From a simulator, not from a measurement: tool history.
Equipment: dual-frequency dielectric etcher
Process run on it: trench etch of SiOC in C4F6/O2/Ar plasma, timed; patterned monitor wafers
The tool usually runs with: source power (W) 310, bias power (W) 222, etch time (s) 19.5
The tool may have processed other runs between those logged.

run    hour  source power (W)  bias power (W)  etch time (s)  wafers since the last listed run  hours since the last wet clean  hours since the last source power generator calibration  hours since the last bias power generator calibration  hours since the last upper electrode change  hours since the gauge calibration  read-back reference wafer on the same gauge, depth_nm  mean etch depth across the wafer (angstrom)
  1     0.0               370             201           19.5                                 0                            77.5                                                   1113.6                                                 3893.4                                       3274.4                              524.9                                                  36.70                                        370.1
  2   106.6               370             201           19.5                              1505                           184.1                                                   1220.2                                                 4000.0                                       3381.0                              631.5                                                  36.64                                        367.7
  3   164.8               370             201           19.5                               821                           242.3                                                   1278.4                                                 4058.2                                       3439.2                              689.7                                                  36.72                                        365.1
  4   269.0               340             222           16.5                              1471                           346.5                                                   1382.6                                                 4162.4                                       3543.4                              793.9                                                  36.74                                        316.8
  5   314.0               340             222           16.5                               635                           391.5                                                   1427.6                                                 4207.4                                       3588.4                              838.9                                                  36.76                                        316.2
  6   368.2               310             222           19.5                               765                           445.7                                                   1481.8                                                 4261.6                                       3642.6                              893.1                                                  36.68                                        362.0
  7   437.8               310             222           19.5                               982                           515.3                                                   1551.4                                                 4331.2                                       3712.2                              962.7                                                  36.67                                        361.5
      521.5  -- upper electrode replaced, of another model than before
  8   522.9               310             222           19.5                               862                           600.4                                                   1636.5                                                 4416.3                                          1.4                             1047.8                                                  36.70                                        356.2
      555.3  -- wet clean of the chamber
  9   601.6               310             222           19.5                               772                            46.3                                                   1715.2                                                 4495.0                                         80.1                             1126.5                                                  36.71                                        372.3
 10   664.6               310             222           19.5                               889                           109.3                                                   1778.2                                                 4558.0                                        143.1                             1189.5                                                  36.72                                        370.3
      685.3  -- bias power generator calibrated
 11   735.3               310             222           21.0                               941                           180.0                                                   1848.9                                                   50.0                                        213.8                             1260.2                                                  36.71                                        396.2
 12   823.4               310             272           19.5                              1243                           268.1                                                   1937.0                                                  138.1                                        301.9                             1348.3                                                  36.67                                        396.8
 13   887.8               360             181           19.5                               909                           332.5                                                   2001.4                                                  202.5                                        366.3                             1412.7                                                  36.61                                        348.9
 14   988.1               270             222           19.5                              1416                           432.8                                                   2101.7                                                  302.8                                        466.6                             1513.0                                                  36.66                                        352.8
 15  1058.9               310             222           19.5                               999                           503.6                                                   2172.5                                                  373.6                                        537.4                             1583.8                                                  36.66                                        365.4
 16  1130.3               240             236           18.0                              1008                           575.0                                                   2243.9                                                  445.0                                        608.8                             1655.2                                                  36.64                                        325.4
 17  1213.2               340             273           25.0                              1170                           657.9                                                   2326.8                                                  527.9                                        691.7                             1738.1                                                  36.71                                        510.4
 18  1279.3               280             245           15.5                               933                           724.0                                                   2392.9                                                  594.0                                        757.8                             1804.2                                                  36.66                                        287.1
     1308.2  -- wet clean of the chamber
 19  1378.7               310             222           19.5                              1064                            70.5                                                   2492.3                                                  693.4                                        857.2                             1903.6                                                  36.73                                        368.9
     1437.8  -- gauge calibrated
 20  1664.9               310             222           19.5                              4040                           356.7                                                   2778.5                                                  979.6                                       1143.4                              227.1                                                  36.72                                        364.9
     1812.3  -- source power generator calibrated
 21  1822.1               360             182           24.5                              2163                           513.9                                                      9.8                                                 1136.8                                       1300.6                              384.3                                                  36.73                                        434.4
 22  1912.8               280             272           24.0                              1280                           604.6                                                    100.5                                                 1227.5                                       1391.3                              475.0                                                  36.69                                        468.3
     1948.6  -- wet clean of the chamber
 23  2074.5               310             222           24.0                              1944                           125.9                                                    262.2                                                 1389.2                                       1553.0                              636.7                                                  36.69                                        447.6
 24  2152.3               310             194           19.5                              1098                           203.7                                                    340.0                                                 1467.0                                       1630.8                              714.5                                                  36.63                                        343.2
 25  2199.3               310             222           19.5                               663                           250.7                                                    387.0                                                 1514.0                                       1677.8                              761.5                                                  36.75                                        367.0
 26  2255.7               310             222           19.5                               796                           307.1                                                    443.4                                                 1570.4                                       1734.2                              817.9                                                  36.73                                        360.7
 27  2311.2               310             222           19.5                               783                           362.6                                                    498.9                                                 1625.9                                       1789.7                              873.4                                                  36.71                                        362.5
 28  2606.5               310             222           22.0                              4169                           657.9                                                    794.2                                                 1921.2                                       2085.0                             1168.7                                                  36.71                                        400.0
 29  2669.1               310             222           19.5                               883                           720.5                                                    856.8                                                 1983.8                                       2147.6                             1231.3                                                  36.73                                        354.2
     2717.2  -- wet clean of the chamber
 30  2767.0               310             222           22.5                              1043                            49.8                                                    954.7                                                 2081.7                                       2245.5                             1329.2                                                  36.69                                        427.0

Below, each run's measurement less what the same run would have read without the hidden state. Both values contain the same run-to-run variation, but the gauge's scatter may not be the same in both:
What the log doesn't record here: etch rate over this chamber's usual, %; source power that arrives over what is set, %; bias power that arrives over what is set, %; gauge reads high (%).
run  mean etch depth across the wafer (angstrom)
  1                                         -0.7
  2                                         -3.0
  3                                         -4.2
  4                                         -5.5
  5                                         -6.3
  6                                         -8.3
  7                                         -9.9
  8                                        -11.5
  9                                         +0.8
 10                                         -0.4
 11                                         -2.1
 12                                         -4.0
 13                                         -4.8
 14                                         -6.9
 15                                         -8.7
 16                                         -9.0
 17                                        -16.7
 18                                        -10.6
 19                                         -0.6
 20                                         -6.5
 21                                        -11.8
 22                                        -15.2
 23                                         -4.9
 24                                         -5.3
 25                                         -6.5
 26                                         -7.7
 27                                         -8.9
 28                                        -16.8
 29                                        -16.2
 30                                         +0.1

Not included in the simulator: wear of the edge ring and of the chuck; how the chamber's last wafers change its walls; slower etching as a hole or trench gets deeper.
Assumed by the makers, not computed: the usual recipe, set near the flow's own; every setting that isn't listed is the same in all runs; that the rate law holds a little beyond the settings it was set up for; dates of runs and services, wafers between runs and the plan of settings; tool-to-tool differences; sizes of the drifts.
